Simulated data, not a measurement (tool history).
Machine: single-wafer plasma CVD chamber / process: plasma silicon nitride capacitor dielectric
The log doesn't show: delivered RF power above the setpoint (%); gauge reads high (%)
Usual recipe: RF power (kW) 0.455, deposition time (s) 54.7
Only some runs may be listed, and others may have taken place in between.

run	hour	RF power (kW)	deposition time (s)	wafers since the last listed run	hours since the last RF generator calibration	hours since the showerhead was replaced	hours since the gauge calibration	read-back reference wafer on the same gauge, thickness_nm	mean film thickness on the monitor wafer (angstrom)
1	0	0.455	54.7	0	1297.4	3946.8	15.9	69.597	774.37
2	8.9	0.455	54.7	160	1306.3	3955.7	24.8	69.583	776.73
3	15	0.455	54.7	109	1312.4	3961.8	30.9	69.6	778.46
4	31.5	0.455	54.7	297	1328.9	3978.3	47.4	69.597	775.63
5	39.3	0.4	51.9	140	1336.7	3986.1	55.2	69.606	705.78
6	45.6	0.4	51.9	113	1343	3992.4	61.5	69.593	704.62
7	59.9	0.4	51.9	257	1357.3	4006.7	75.8	69.612	706.1
8	71.2	0.455	62.9	203	1368.6	4018	87.1	69.618	890.05
9	87.1	0.455	62.9	286	1384.5	4033.9	103	69.606	892.53
10	104.4	0.455	62.9	311	1401.8	4051.2	120.3	69.596	890.31
11	115.8	0.41	54.7	205	1413.2	4062.6	131.7	69.6	748.73
12	122.7	0.41	54.7	124	1420.1	4069.5	138.6	69.616	750.12
13	139	0.455	54.7	293	1436.4	4085.8	154.9	69.597	773.49
# hour 168.5: RF generator calibrated
14	169	0.455	50.4	396	0.5	4115.8	184.9	69.629	732.33
15	169.4	0.39	62.2	7	0.9	4116.2	185.3	69.609	860.34
16	185.6	0.455	54.7	291	17.1	4132.4	201.5	69.588	794.3
17	193.8	0.545	54.7	147	25.3	4140.6	209.7	69.606	841.6
18	210.1	0.535	49.3	293	41.6	4156.9	226	69.624	753.43
# hour 237.1: showerhead replaced
19	249.5	0.455	54.7	565	81	12.4	265.4	69.612	788.93
20	263.2	0.39	60.9	246	94.7	26.1	279.1	69.607	835.73
21	269.7	0.415	50	117	101.2	32.6	285.6	69.595	700.38
22	283.1	0.455	54.7	241	114.6	46	299	69.615	790.89
# hour 284.7: gauge calibrated
23	294.1	0.495	54.7	198	125.6	57	9.4	69.583	812.54
24	302.7	0.455	54.7	154	134.2	65.6	18	69.579	787.11
25	316.9	0.455	54.7	255	148.4	79.8	32.2	69.603	789.5
26	334.2	0.505	54.7	311	165.7	97.1	49.5	69.599	817.17
27	349.3	0.455	50.8	272	180.8	112.2	64.6	69.604	731.77
28	366.1	0.455	54.7	302	197.6	129	81.4	69.595	787.42

What if the next run were any one of these 5? Each begins from the tool's condition after run 28:
A	366.5	0.51	54.7	7	198	129.4	81.8	?	?
B	366.5	0.48	61.9	7	198	129.4	81.8	?	?
C	366.5	0.51	44.9	7	198	129.4	81.8	?	?
D	366.5	0.425	48.8	7	198	129.4	81.8	?	?
E	366.5	0.41	58.2	7	198	129.4	81.8	?	?

run	read-back reference wafer on the same gauge, thickness_nm	mean film thickness on the monitor wafer (angstrom)
A	69.603	815.61
B	69.603	904.79
C	69.603	669.49
D	69.603	685.14
E	69.603	807.37
Without the tool's unlogged condition, the same runs would have read:
run	mean film thickness on the monitor wafer (angstrom)
A	826.91
B	917.32
C	678.76
D	694.63
E	818.55
